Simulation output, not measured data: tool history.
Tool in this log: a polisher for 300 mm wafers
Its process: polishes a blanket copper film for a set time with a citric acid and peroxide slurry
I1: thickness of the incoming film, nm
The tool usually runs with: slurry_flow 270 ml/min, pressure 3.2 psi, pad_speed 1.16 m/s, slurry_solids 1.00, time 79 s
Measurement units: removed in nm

{"run": 1, "hour": 0.0, "slurry_flow": 270, "pressure": 3.2, "pad_speed": 1.16, "slurry_solids": 1.0, "time": 91, "I1": 1213.1, "removed": 255.8}
{"run": 2, "hour": 16.5, "slurry_flow": 270, "pressure": 3.2, "pad_speed": 1.16, "slurry_solids": 1.0, "time": 79, "I1": 1189.9, "removed": 221.9}
{"run": 3, "hour": 35.0, "slurry_flow": 270, "pressure": 3.2, "pad_speed": 1.16, "slurry_solids": 1.0, "time": 79, "I1": 1207.7, "removed": 220.0}
{"run": 4, "hour": 65.9, "slurry_flow": 270, "pressure": 3.2, "pad_speed": 1.16, "slurry_solids": 1.0, "time": 79, "I1": 1191.8, "removed": 222.9}
{"run": 5, "hour": 80.7, "slurry_flow": 270, "pressure": 3.2, "pad_speed": 1.16, "slurry_solids": 1.0, "time": 79, "I1": 1198.4, "removed": 223.5}
{"run": 6, "hour": 102.6, "slurry_flow": 270, "pressure": 3.2, "pad_speed": 1.16, "slurry_solids": 1.0, "time": 79, "I1": 1209.0, "removed": 222.9}
{"run": 7, "hour": 119.6, "slurry_flow": 270, "pressure": 3.2, "pad_speed": 1.16, "slurry_solids": 1.0, "time": 94, "I1": 1208.3, "removed": 265.0}
{"run": 8, "hour": 147.1, "slurry_flow": 270, "pressure": 3.2, "pad_speed": 1.16, "slurry_solids": 1.0, "time": 94, "I1": 1209.9, "removed": 264.0}
{"run": 9, "hour": 173.7, "slurry_flow": 270, "pressure": 3.2, "pad_speed": 1.16, "slurry_solids": 1.0, "time": 79, "I1": 1207.3, "removed": 223.8}
{"run": 10, "hour": 209.6, "slurry_flow": 270, "pressure": 3.2, "pad_speed": 1.16, "slurry_solids": 1.0, "time": 79, "I1": 1202.7, "removed": 222.6}
{"run": 11, "hour": 290.0, "slurry_flow": 270, "pressure": 3.2, "pad_speed": 1.16, "slurry_solids": 1.0, "time": 79, "I1": 1226.2, "removed": 220.2}
{"run": 12, "hour": 322.3, "slurry_flow": 180, "pressure": 3.2, "pad_speed": 0.94, "slurry_solids": 1.3, "time": 79, "I1": 1215.5, "removed": 179.0}
{"run": 13, "hour": 356.9, "slurry_flow": 270, "pressure": 3.2, "pad_speed": 0.88, "slurry_solids": 1.0, "time": 79, "I1": 1207.5, "removed": 171.6}
{"run": 14, "hour": 370.3, "slurry_flow": 270, "pressure": 4.3, "pad_speed": 1.16, "slurry_solids": 1.0, "time": 87, "I1": 1233.8, "removed": 326.2}
{"run": 15, "hour": 403.6, "slurry_flow": 270, "pressure": 3.2, "pad_speed": 1.16, "slurry_solids": 1.0, "time": 79, "I1": 1184.0, "removed": 220.0}
{"run": 16, "hour": 438.0, "slurry_flow": 325, "pressure": 3.2, "pad_speed": 1.52, "slurry_solids": 1.25, "time": 79, "I1": 1219.4, "removed": 305.6}
{"run": 17, "hour": 454.6, "slurry_flow": 350, "pressure": 3.6, "pad_speed": 1.52, "slurry_solids": 1.15, "time": 79, "I1": 1221.9, "removed": 341.8}
{"run": 18, "hour": 485.5, "slurry_flow": 360, "pressure": 3.2, "pad_speed": 1.16, "slurry_solids": 1.0, "time": 105, "I1": 1204.5, "removed": 300.9}
{"run": 19, "hour": 510.1, "slurry_flow": 270, "pressure": 3.2, "pad_speed": 1.16, "slurry_solids": 1.0, "time": 60, "I1": 1213.4, "removed": 169.8}
{"run": 20, "hour": 523.2, "slurry_flow": 270, "pressure": 3.2, "pad_speed": 0.88, "slurry_solids": 1.0, "time": 79, "I1": 1200.9, "removed": 173.1}
{"run": 21, "hour": 552.8, "slurry_flow": 270, "pressure": 3.2, "pad_speed": 1.16, "slurry_solids": 1.0, "time": 79, "I1": 1219.6, "removed": 226.7}
{"run": 22, "hour": 583.4, "slurry_flow": 205, "pressure": 3.2, "pad_speed": 1.16, "slurry_solids": 1.0, "time": 79, "I1": 1210.6, "removed": 215.6}

Between the runs listed above, the log contained 9 entries, not reproduced here. Where in the sequence does each belong, and how does what the log doesn't record of the tool's condition differ from the listed run before to the listed run after?
After run 4, before run 5: worn pad replaced by a new one (hour 72.7)
  nothing in the hidden state changes from one run to the other
After run 9, before run 10: worn pad replaced by a new one (hour 201.9); slurry blender recalibrated (hour 201.9)
  nothing in the hidden state changes from one run to the other
After run 11, before run 12: head pressure recalibrated (hour 306.9); worn pad replaced by a new one (hour 309.7)
  nothing in the hidden state changes from one run to the other
After run 12, before run 13: slurry nozzle cleaned (hour 334.3)
  nothing in the hidden state changes from one run to the other
After run 15, before run 16: worn pad replaced by a new one (hour 422.9)
  nothing in the hidden state changes from one run to the other
After run 17, before run 18: slurry blender recalibrated (hour 485.0)
  nothing in the hidden state changes from one run to the other
After run 20, before run 21: worn pad replaced by a new one (hour 552.3)
  nothing in the hidden state changes from one run to the other
